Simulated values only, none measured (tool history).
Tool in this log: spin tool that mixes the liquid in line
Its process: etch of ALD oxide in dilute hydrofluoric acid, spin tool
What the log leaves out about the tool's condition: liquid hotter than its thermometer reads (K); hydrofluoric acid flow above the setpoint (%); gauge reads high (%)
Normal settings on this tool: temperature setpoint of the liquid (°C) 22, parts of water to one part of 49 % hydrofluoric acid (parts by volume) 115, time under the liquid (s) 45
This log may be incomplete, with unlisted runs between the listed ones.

| run | day | temperature setpoint of the liquid (°C) | parts of water to one part of 49 % hydrofluoric acid (parts by volume) | time under the liquid (s) | wafers since the last listed run | hours since the thermometer was replaced | hours since the hydrofluoric acid flow meter was replaced | hours since the gauge calibration | read-back film thickness of the ALD oxide reference wafer, read on the same gauge (nm) | thickness taken off the ALD oxide on a monitor wafer (Å) |
|---|---|---|---|---|---|---|---|---|---|---|
| 1 | 0.000 | 22 | 115 | 45 | 0 | 445.6 | 1105.3 | 256.6 | 89.99 | 87.1 |
| 2 | 0.379 | 22 | 115 | 45 | 104 | 454.7 | 1114.4 | 265.7 | 89.99 | 87.3 |
| 3 | 0.858 | 22 | 115 | 45 | 131 | 466.2 | 1125.9 | 277.2 | 89.97 | 86.0 |
| 4 | 1.588 | 22 | 115 | 45 | 200 | 483.7 | 1143.4 | 294.7 | 90.04 | 86.1 |
| 5 | 2.158 | 22 | 115 | 45 | 157 | 497.4 | 1157.1 | 308.4 | 90.01 | 86.9 |
| 6 | 2.617 | 22 | 115 | 45 | 126 | 508.4 | 1168.1 | 319.4 | 89.98 | 87.6 |
| 7 | 2.912 | 22 | 115 | 45 | 81 | 515.5 | 1175.2 | 326.5 | 90.00 | 87.2 |
| 8 | 4.446 | 22 | 115 | 45 | 421 | 552.3 | 1212.0 | 363.3 | 89.99 | 87.5 |
| 9 | 4.829 | 22 | 115 | 45 | 105 | 561.5 | 1221.2 | 372.5 | 89.99 | 88.1 |
| 10 | 5.529 | 22 | 115 | 45 | 192 | 578.3 | 1238.0 | 389.3 | 90.00 | 88.4 |
| 11 | 5.921 | 22 | 115 | 45 | 107 | 587.7 | 1247.4 | 398.7 | 89.99 | 88.3 |
| 12 | 6.662 | 22 | 115 | 45 | 204 | 605.5 | 1265.2 | 416.5 | 89.96 | 88.2 |
| 13 | 6.938 | 22 | 115 | 45 | 75 | 612.1 | 1271.8 | 423.1 | 89.97 | 88.4 |
| 14 | 7.367 | 22 | 115 | 45 | 118 | 622.4 | 1282.1 | 433.4 | 89.99 | 88.7 |
| 15 | 7.725 | 22 | 115 | 45 | 98 | 631.0 | 1290.7 | 442.0 | 90.02 | 87.9 |
| 16 | 8.067 | 25 | 115 | 55 | 94 | 639.2 | 1298.9 | 450.2 | 90.03 | 122.0 |
| 17 | 8.633 | 22 | 115 | 45 | 155 | 652.8 | 1312.5 | 463.8 | 89.98 | 88.8 |
| 18 | 8.912 | 22 | 70 | 25 | 76 | 659.5 | 1319.2 | 470.5 | 89.99 | 86.9 |
| 19 | 9.388 | 22 | 115 | 45 | 130 | 670.9 | 1330.6 | 481.9 | 89.98 | 89.3 |
| 20 | 9.642 | 22 | 115 | 45 | 69 | 677.0 | 1336.7 | 488.0 | 90.04 | 90.3 |
|  | 9.888 | hydrofluoric acid flow meter replaced |
| 21 | 10.017 | 22 | 115 | 45 | 91 | 686.0 | 3.1 | 497.0 | 89.95 | 89.3 |
| 22 | 10.646 | 22 | 115 | 45 | 173 | 701.1 | 18.2 | 512.1 | 90.03 | 88.7 |

Predict the results of run 23:
| 23 | 11.292 | 22 | 115 | 45 | 177 | 716.6 | 33.7 | 527.6 | ? | ? |

For run 23 the tool returned read-back film thickness of the ALD oxide reference wafer, read on the same gauge (nm) 90.01, thickness taken off the ALD oxide on a monitor wafer (Å) 88.9.
If the tool had no hidden condition, the same run with the same run-to-run variation would have returned thickness taken off the ALD oxide on a monitor wafer (Å) 81.1.
